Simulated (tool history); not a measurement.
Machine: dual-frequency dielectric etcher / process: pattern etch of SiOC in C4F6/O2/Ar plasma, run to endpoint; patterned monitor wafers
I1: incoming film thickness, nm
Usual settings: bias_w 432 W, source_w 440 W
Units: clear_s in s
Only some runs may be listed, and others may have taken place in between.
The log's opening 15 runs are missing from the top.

Run 16, day 43.025: usual settings but bias_w 399 W, source_w 420 W; I1 39.98. Result: clear_s 14.7 s.
Run 17, day 45.600: usual settings; I1 40.14. Result: clear_s 14.4 s.
Run 18, day 47.479: usual settings but bias_w 390 W, source_w 380 W; I1 40.00. Result: clear_s 15.1 s.
At day 50.729: upper electrode replaced.
Run 19, day 50.750: usual settings but bias_w 514 W, source_w 340 W; I1 40.08. Result: clear_s 14.6 s.
Run 20, day 52.225: usual settings but bias_w 343 W, source_w 340 W; I1 40.56. Result: clear_s 16.0 s.
Run 21, day 53.875: usual settings but bias_w 474 W; I1 40.28. Result: clear_s 14.1 s.
At day 60.408: source power generator calibrated.
At day 61.458: wet clean of the chamber.
Run 22, day 61.479: usual settings but bias_w 480 W, source_w 350 W; I1 39.77. Result: clear_s 14.9 s.
Run 23, day 62.962: usual settings but bias_w 488 W, source_w 480 W; I1 39.73. Result: clear_s 13.9 s.
Run 24, day 64.488: usual settings but bias_w 361 W, source_w 330 W; I1 39.46. Result: clear_s 16.0 s.
At day 64.921: bias power generator calibrated.
Run 25, day 65.712: usual settings but bias_w 525 W, source_w 530 W; I1 39.76. Result: clear_s 13.5 s.
Run 26, day 68.533: usual settings but bias_w 393 W, source_w 530 W; I1 40.13. Result: clear_s 14.3 s.
Run 27, day 70.492: usual settings but source_w 330 W; I1 39.74. Result: clear_s 15.2 s.
Run 28, day 72.096: usual settings but bias_w 385 W, source_w 520 W; I1 40.12. Result: clear_s 14.1 s.
Run 29, day 74.638: usual settings but bias_w 507 W, source_w 530 W; I1 39.96. Result: clear_s 13.4 s.
Run 30, day 76.954: usual settings but bias_w 378 W, source_w 540 W; I1 40.01. Result: clear_s 14.2 s.
Run 31, day 79.454: usual settings but bias_w 534 W, source_w 410 W; I1 39.93. Result: clear_s 13.8 s.
Run 32, day 82.092: usual settings but bias_w 533 W, source_w 350 W; I1 39.85. Result: clear_s 14.2 s.
Run 33, day 84.038: usual settings; I1 39.77. Result: clear_s 14.1 s.
At day 85.204: wet clean of the chamber.
Run 34, day 85.983: usual settings; I1 40.15. Result: clear_s 14.8 s.
Run 35, day 87.775: usual settings but bias_w 386 W, source_w 500 W; I1 40.17. Result: clear_s 14.5 s.
Run 36, day 89.583: usual settings; I1 40.00. Result: clear_s 14.6 s.

Predict each of these 3 candidate next runs independently; none follows another, all start after run 36:
Run A, day 89.600: usual settings; I1 39.53. Result: clear_s ?.
Run B, day 89.600: usual settings but bias_w 485 W, source_w 540 W; I1 39.53. Result: clear_s ?.
Run C, day 89.600: usual settings but bias_w 509 W, source_w 480 W; I1 39.53. Result: clear_s ?.

run  clear_s
  A     14.5
  B     13.5
  C     13.7
What these runs would have given with no unlogged condition in the tool:
run  clear_s
  A     14.6
  B     13.6
  C     13.8

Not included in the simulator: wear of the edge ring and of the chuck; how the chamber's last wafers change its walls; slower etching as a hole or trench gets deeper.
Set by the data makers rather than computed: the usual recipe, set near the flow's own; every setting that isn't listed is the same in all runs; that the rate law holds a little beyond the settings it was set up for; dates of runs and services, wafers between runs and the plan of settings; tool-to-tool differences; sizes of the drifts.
